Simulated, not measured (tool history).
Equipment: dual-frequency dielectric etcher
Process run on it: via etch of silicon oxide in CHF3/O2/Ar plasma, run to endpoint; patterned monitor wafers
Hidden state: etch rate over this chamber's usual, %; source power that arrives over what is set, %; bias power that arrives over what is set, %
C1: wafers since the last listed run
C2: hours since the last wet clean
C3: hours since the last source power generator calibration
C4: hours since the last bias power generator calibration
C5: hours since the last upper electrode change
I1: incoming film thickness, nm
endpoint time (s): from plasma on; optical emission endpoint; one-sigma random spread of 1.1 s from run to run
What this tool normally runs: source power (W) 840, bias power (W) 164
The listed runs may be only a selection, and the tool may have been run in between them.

Run 1, hour 0: usual settings but source power (W) 940; C1 0; C2 408.7; C3 4160.2; C4 1428.1; C5 2382; I1 475.7. Result: endpoint time (s) 213.3.
Run 2, hour 7.9: usual settings but source power (W) 940; C1 48; C2 416.6; C3 4168.1; C4 1436; C5 2389.9; I1 471.8. Result: endpoint time (s) 210.
Run 3, hour 18.5: usual settings; C1 64; C2 427.2; C3 4178.7; C4 1446.6; C5 2400.5; I1 478.3. Result: endpoint time (s) 225.7.
Run 4, hour 66.8: usual settings; C1 294; C2 475.5; C3 4227; C4 1494.9; C5 2448.8; I1 476.5. Result: endpoint time (s) 221.2.
Run 5, hour 76.9: usual settings; C1 61; C2 485.6; C3 4237.1; C4 1505; C5 2458.9; I1 475. Result: endpoint time (s) 220.3.
Run 6, hour 85.9: usual settings but bias power (W) 151; C1 54; C2 494.6; C3 4246.1; C4 1514; C5 2467.9; I1 476.2. Result: endpoint time (s) 231.4.
Run 7, hour 99: usual settings but bias power (W) 151; C1 79; C2 507.7; C3 4259.2; C4 1527.1; C5 2481; I1 471.3. Result: endpoint time (s) 226.5.
At hour 133.1: upper electrode replaced.
At hour 156.7: wet clean of the chamber.
Run 8, hour 157.2: usual settings but bias power (W) 151; C1 64; C2 0.5; C3 4317.4; C4 1585.3; C5 24.1; I1 477.4. Result: endpoint time (s) 242.1.
Run 9, hour 157.6: usual settings but source power (W) 710; C1 2; C2 0.9; C3 4317.8; C4 1585.7; C5 24.5; I1 477.3. Result: endpoint time (s) 252.7.
Run 10, hour 158: usual settings; C1 2; C2 1.3; C3 4318.2; C4 1586.1; C5 24.9; I1 477.2. Result: endpoint time (s) 233.2.
Run 11, hour 167.8: usual settings but bias power (W) 129; C1 59; C2 11.1; C3 4328; C4 1595.9; C5 34.7; I1 473.4. Result: endpoint time (s) 257.2.
Run 12, hour 177: usual settings but bias power (W) 189; C1 56; C2 20.3; C3 4337.2; C4 1605.1; C5 43.9; I1 477.3. Result: endpoint time (s) 220.
Run 13, hour 186.7: usual settings but source power (W) 1020, bias power (W) 145; C1 59; C2 30; C3 4346.9; C4 1614.8; C5 53.6; I1 473.6. Result: endpoint time (s) 220.7.
Run 14, hour 194.4: usual settings; C1 46; C2 37.7; C3 4354.6; C4 1622.5; C5 61.3; I1 474.5. Result: endpoint time (s) 230.3.
At hour 203: bias power generator calibrated.
Run 15, hour 210.1: usual settings but source power (W) 740, bias power (W) 145; C1 71; C2 53.4; C3 4370.3; C4 7.1; C5 77; I1 475.8. Result: endpoint time (s) 258.7.
At hour 219: source power generator calibrated.
Run 16, hour 226.5: usual settings but source power (W) 650, bias power (W) 204; C1 75; C2 69.8; C3 7.5; C4 23.5; C5 93.4; I1 471.7. Result: endpoint time (s) 237.
Run 17, hour 236.8: usual settings; C1 62; C2 80.1; C3 17.8; C4 33.8; C5 103.7; I1 468.8. Result: endpoint time (s) 226.3.
Run 18, hour 251.5: usual settings but source power (W) 770, bias power (W) 202; C1 89; C2 94.8; C3 32.5; C4 48.5; C5 118.4; I1 471.9. Result: endpoint time (s) 217.5.
Run 19, hour 257.5: usual settings but source power (W) 650; C1 36; C2 100.8; C3 38.5; C4 54.5; C5 124.4; I1 471.9. Result: endpoint time (s) 258.4.
Run 20, hour 267: usual settings but source power (W) 950; C1 57; C2 110.3; C3 48; C4 64; C5 133.9; I1 473.7. Result: endpoint time (s) 215.6.
Run 21, hour 276.1: usual settings but source power (W) 980, bias power (W) 143; C1 55; C2 119.4; C3 57.1; C4 73.1; C5 143; I1 472.8. Result: endpoint time (s) 226.1.

Exercise: give the hidden state of the tool at every run:
source power that arrives over what is set, %: 0 in every run
bias power that arrives over what is set, %: 0 in every run
H1: etch rate over this chamber's usual, %
run       H1
  1     3.15
  2     3.22
  3     3.32
  4     3.74
  5     3.83
  6     3.91
  7     4.02
  8   -0.975
  9   -0.972
 10   -0.968
 11   -0.883
 12   -0.802
 13   -0.717
 14    -0.65
 15   -0.513
 16   -0.369
 17   -0.279
 18    -0.15
 19  -0.0979
 20  -0.0147
 21   0.0649
